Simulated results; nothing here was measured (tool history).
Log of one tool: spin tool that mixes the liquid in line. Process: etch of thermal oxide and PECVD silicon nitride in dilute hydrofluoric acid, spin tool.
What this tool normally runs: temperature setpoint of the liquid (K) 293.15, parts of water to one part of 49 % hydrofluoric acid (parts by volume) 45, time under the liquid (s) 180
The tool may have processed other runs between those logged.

run,hour,temperature setpoint of the liquid (K),parts of water to one part of 49 % hydrofluoric acid (parts by volume),time under the liquid (s),"read-back film thickness of the thermal oxide reference wafer, read on the same gauge (nm)","read-back film thickness of the PECVD silicon nitride reference wafer, read on the same gauge (nm)",thickness taken off the thermal oxide on a monitor wafer (Å),thickness taken off the PECVD silicon nitride on a monitor wafer (Å)
1,0,293.15,45,180,110.05,50,206.9,121
2,10,293.15,45,180,110.01,49.96,206.5,121.9
# hour 15.9: hydrofluoric acid flow meter replaced
3,17,293.15,45,180,109.97,49.99,185.8,111.5
4,23.6,293.15,45,180,110.02,49.99,184.3,113
5,39.6,293.15,45,180,110.03,50.01,185.1,111.9
6,55,293.15,60,215,109.99,50,164.4,100.8
7,70,293.15,60,215,109.98,49.98,164.4,101.7
8,78.9,293.15,60,215,109.94,50.03,164.3,101.5
9,91.4,293.15,45,260,110,49.99,271.8,163.8
10,101.6,293.15,45,180,110,49.96,187.1,111.8
11,119.3,296.15,55,275,109.97,50.03,262.3,172.8
12,131,293.15,45,140,110.02,50.01,145.9,87
13,140.4,296.15,30,180,109.98,50.01,322.7,203.4
# hour 147.3: gauge calibrated
14,148.2,293.15,45,85,110.02,50,88.7,53.3
# hour 158.5: thermometer replaced
15,163.8,293.15,45,120,110.06,49.99,126.1,74.2
16,170.8,296.65,50,105,110.03,49.98,114.3,74.4

Run 17, settings as shown, results not yet in. Your forecast:
17,201.1,294.65,45,270,?,?,?,?

Run 17 gave read-back film thickness of the thermal oxide reference wafer, read on the same gauge (nm) 109.97, read-back film thickness of the PECVD silicon nitride reference wafer, read on the same gauge (nm) 50, thickness taken off the thermal oxide on a monitor wafer (Å) 301.2, thickness taken off the PECVD silicon nitride on a monitor wafer (Å) 188.7.
Were there no unlogged condition in the tool, this run, its random variation unchanged, would have produced thickness taken off the thermal oxide on a monitor wafer (Å) 290.9, thickness taken off the PECVD silicon nitride on a monitor wafer (Å) 182.8.
